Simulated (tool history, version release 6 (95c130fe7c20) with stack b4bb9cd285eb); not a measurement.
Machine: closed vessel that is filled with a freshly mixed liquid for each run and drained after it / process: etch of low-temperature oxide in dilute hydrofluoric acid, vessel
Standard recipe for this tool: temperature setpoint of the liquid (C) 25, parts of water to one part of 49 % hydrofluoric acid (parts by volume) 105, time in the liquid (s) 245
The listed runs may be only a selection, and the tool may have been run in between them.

run	day	temperature setpoint of the liquid (C)	parts of water to one part of 49 % hydrofluoric acid (parts by volume)	time in the liquid (s)	read-back film thickness of the low-temperature oxide reference wafer, read on the same gauge (nm)	thickness taken off the low-temperature oxide on a monitor wafer (nm)
1	0	25	105	245	130.01	27.45
2	4.071	25	105	245	130.02	26.98
3	6.617	28.5	75	245	129.98	44.22
# day 7.254: thermometer replaced
4	10.271	25	105	245	129.97	28.63
# day 10.808: gauge calibrated
5	14.404	25	105	245	130	28.51
6	18.308	25	105	245	129.98	28.4
7	20.092	25	105	245	130	28.06
8	23.488	25	85	245	129.93	36.24
9	25.558	25	85	245	129.96	35.26
10	29.333	29.5	105	350	130	47.63
11	32.25	25	105	350	129.98	40.1
12	35.017	22.5	55	245	129.99	50.92
13	38.812	25	105	245	129.99	27.67
# day 39.896: hydrofluoric acid flow meter replaced
14	41.367	25	105	245	130.04	27.57
15	45.346	29	105	245	130.01	32.55
16	47.967	25	120	390	130	38.12
17	52.425	23.5	105	245	129.97	26.13
18	55.362	25	105	245	130.04	27.77
19	57.467	27.5	105	245	130.01	29.94
20	62.55	25	105	245	130.03	27.61
21	65.088	25	105	205	129.99	22.9
22	67.442	25	105	245	130.02	27.5
23	70.229	28.5	60	175	129.95	41.69
24	72.65	25	105	180	130.01	19.65
25	74.454	25	120	370	129.98	35.03
26	76.304	28	65	390	129.98	83.22
27	78.221	25	105	245	129.98	26.71
28	80.062	25	125	360	129.94	32.92
29	84.171	25	105	245	130	26.82
30	87.65	25	105	245	130.01	27.04
31	90.429	25	75	380	130.02	60.35
32	92.1	25	105	245	129.95	26.7

Consider 4 possible next runs. They are alternatives, not a sequence: every one starts from the tool as it was left by run 32. What does each give?
A	92.129	25	105	175	?	?
B	92.129	25	65	245	?	?
C	92.129	20.5	65	285	?	?
D	92.129	25	60	330	?	?

run	read-back film thickness of the low-temperature oxide reference wafer, read on the same gauge (nm)	thickness taken off the low-temperature oxide on a monitor wafer (nm)
A	129.99	19.17
B	129.99	45.55
C	129.99	43.91
D	129.99	66.89
With the hidden condition removed and each run's random variation left untouched, the same runs would have given:
run	thickness taken off the low-temperature oxide on a monitor wafer (nm)
A	20.67
B	49.21
C	47.58
D	72.29
